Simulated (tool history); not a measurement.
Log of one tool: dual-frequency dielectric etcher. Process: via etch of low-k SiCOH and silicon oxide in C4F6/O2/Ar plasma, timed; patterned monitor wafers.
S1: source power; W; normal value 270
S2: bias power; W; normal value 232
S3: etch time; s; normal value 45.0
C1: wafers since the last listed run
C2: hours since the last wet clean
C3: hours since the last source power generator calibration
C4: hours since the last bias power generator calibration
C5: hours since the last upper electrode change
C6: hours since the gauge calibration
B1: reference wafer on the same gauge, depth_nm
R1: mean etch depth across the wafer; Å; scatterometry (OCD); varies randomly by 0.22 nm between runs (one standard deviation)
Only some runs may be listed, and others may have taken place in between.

{"run": 1, "hour": 0.0, "S1": 270, "S2": 232, "S3": 45.0, "C1": 0, "C2": 331.2, "C3": 2282.3, "C4": 3985.9, "C5": 3432.2, "C6": 96.8, "B1": 116.0, "R1": 1085}
{"run": 2, "hour": 32.0, "S1": 270, "S2": 232, "S3": 45.0, "C1": 571, "C2": 363.2, "C3": 2314.3, "C4": 4017.9, "C5": 3464.2, "C6": 128.8, "B1": 116.0, "R1": 1087}
{"run": 3, "hour": 51.0, "S1": 300, "S2": 217, "S3": 45.0, "C1": 339, "C2": 382.2, "C3": 2333.3, "C4": 4036.9, "C5": 3483.2, "C6": 147.8, "B1": 116.1, "R1": 1125}
{"run": 4, "hour": 80.8, "S1": 290, "S2": 199, "S3": 45.0, "C1": 532, "C2": 412.0, "C3": 2363.1, "C4": 4066.7, "C5": 3513.0, "C6": 177.6, "B1": 116.0, "R1": 1080}
{"hour": 128.6, "done": "wet clean of the chamber"}
{"run": 5, "hour": 129.1, "S1": 290, "S2": 199, "S3": 45.0, "C1": 434, "C2": 0.5, "C3": 2411.4, "C4": 4115.0, "C5": 3561.3, "C6": 225.9, "B1": 116.0, "R1": 1024}
{"hour": 153.1, "done": "source power generator calibrated"}
{"hour": 156.4, "done": "upper electrode replaced"}
{"run": 6, "hour": 156.9, "S1": 290, "S2": 199, "S3": 45.0, "C1": 367, "C2": 28.3, "C3": 3.8, "C4": 4142.8, "C5": 0.5, "C6": 253.7, "B1": 116.0, "R1": 1024}
{"run": 7, "hour": 158.4, "S1": 240, "S2": 232, "S3": 45.0, "C1": 26, "C2": 29.8, "C3": 5.3, "C4": 4144.3, "C5": 2.0, "C6": 255.2, "B1": 116.1, "R1": 966}
{"hour": 198.5, "done": "bias power generator calibrated"}
{"hour": 214.4, "done": "wet clean of the chamber, repeated, since the last time left the tool worse"}
{"run": 8, "hour": 214.9, "S1": 240, "S2": 232, "S3": 45.0, "C1": 655, "C2": 0.5, "C3": 61.8, "C4": 16.4, "C5": 58.5, "C6": 311.7, "B1": 116.0, "R1": 1003}
{"run": 9, "hour": 215.2, "S1": 270, "S2": 232, "S3": 41.5, "C1": 5, "C2": 0.8, "C3": 62.1, "C4": 16.7, "C5": 58.8, "C6": 312.0, "B1": 116.0, "R1": 985}
{"run": 10, "hour": 242.7, "S1": 270, "S2": 232, "S3": 45.0, "C1": 491, "C2": 28.3, "C3": 89.6, "C4": 44.2, "C5": 86.3, "C6": 339.5, "B1": 115.9, "R1": 1071}

Estimate the outcome of run 11 from the log above:
{"run": 11, "hour": 257.7, "S1": 320, "S2": 273, "S3": 36.0, "C1": 268, "C2": 43.3, "C3": 104.6, "C4": 59.2, "C5": 101.3, "C6": 354.5, "B1": "?", "R1": "?"}

B1: 116.0
R1: 980 Å
Without the tool's hidden state the same run would have given R1 978 Å.
